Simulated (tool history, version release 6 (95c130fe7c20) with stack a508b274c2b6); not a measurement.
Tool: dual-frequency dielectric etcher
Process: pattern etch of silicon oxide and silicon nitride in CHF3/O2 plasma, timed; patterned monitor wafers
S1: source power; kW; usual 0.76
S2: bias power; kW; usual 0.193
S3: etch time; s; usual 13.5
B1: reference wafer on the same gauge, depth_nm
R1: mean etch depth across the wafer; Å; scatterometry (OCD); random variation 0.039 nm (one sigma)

run 1 hour=0 | S1=0.76 S2=0.193 S3=13.5 | B1=18.8 | R1=219
run 2 hour=28 | S1=0.76 S2=0.193 S3=13.5 | B1=18.8 | R1=219.5
run 3 hour=76.2 | S1=0.76 S2=0.193 S3=16 | B1=18.8 | R1=261.1
run 4 hour=130.7 | S1=0.76 S2=0.193 S3=16 | B1=18.8 | R1=262
run 5 hour=173.8 | S1=0.76 S2=0.193 S3=16 | B1=18.79 | R1=262.1
-- hour=257.9 wet clean of the chamber
run 6 hour=258.4 | S1=0.76 S2=0.193 S3=12.5 | B1=18.8 | R1=202.8
run 7 hour=269.7 | S1=0.76 S2=0.193 S3=12.5 | B1=18.81 | R1=203.4
run 8 hour=317.7 | S1=0.76 S2=0.193 S3=13.5 | B1=18.79 | R1=219.7
run 9 hour=373.7 | S1=0.76 S2=0.193 S3=13.5 | B1=18.79 | R1=219.8
-- hour=504.7 gauge calibrated
run 10 hour=529 | S1=0.76 S2=0.193 S3=13.5 | B1=18.79 | R1=221.3
-- hour=542.8 bias power generator calibrated
-- hour=573.6 source power generator calibrated
run 11 hour=579.7 | S1=0.67 S2=0.193 S3=15 | B1=18.8 | R1=228.8
-- hour=609.5 upper electrode replaced
run 12 hour=614 | S1=0.94 S2=0.217 S3=13.5 | B1=18.79 | R1=242.7
-- hour=651.2 wet clean of the chamber
run 13 hour=660.9 | S1=0.61 S2=0.176 S3=13.5 | B1=18.8 | R1=192.3
run 14 hour=717.4 | S1=0.62 S2=0.151 S3=9.5 | B1=18.79 | R1=131.7
run 15 hour=758.4 | S1=0.57 S2=0.217 S3=17 | B1=18.8 | R1=249.5
run 16 hour=784.6 | S1=0.76 S2=0.193 S3=13.5 | B1=18.8 | R1=215.7
run 17 hour=828.6 | S1=0.76 S2=0.215 S3=13.5 | B1=18.79 | R1=221.9
run 18 hour=888.5 | S1=0.76 S2=0.193 S3=11 | B1=18.8 | R1=176.5
run 19 hour=923.9 | S1=0.61 S2=0.193 S3=11.5 | B1=18.8 | R1=169.1

4 ways to go on from here, each from the tool as it stands after run 19. What would each give?
run A hour=924.3 | S1=0.89 S2=0.193 S3=13.5 | B1=? | R1=?
run B hour=924.3 | S1=0.59 S2=0.163 S3=13.5 | B1=? | R1=?
run C hour=924.3 | S1=0.67 S2=0.152 S3=17.5 | B1=? | R1=?
run D hour=924.3 | S1=0.76 S2=0.229 S3=16.5 | B1=? | R1=?

run=A B1=18.81 R1=231.3
run=B B1=18.81 R1=187.9
run=C B1=18.81 R1=252.8
run=D B1=18.81 R1=276.7
Without the tool's hidden state the same runs would have given:
run=A R1=229
run=B R1=186.1
run=C R1=250.3
run=D R1=274
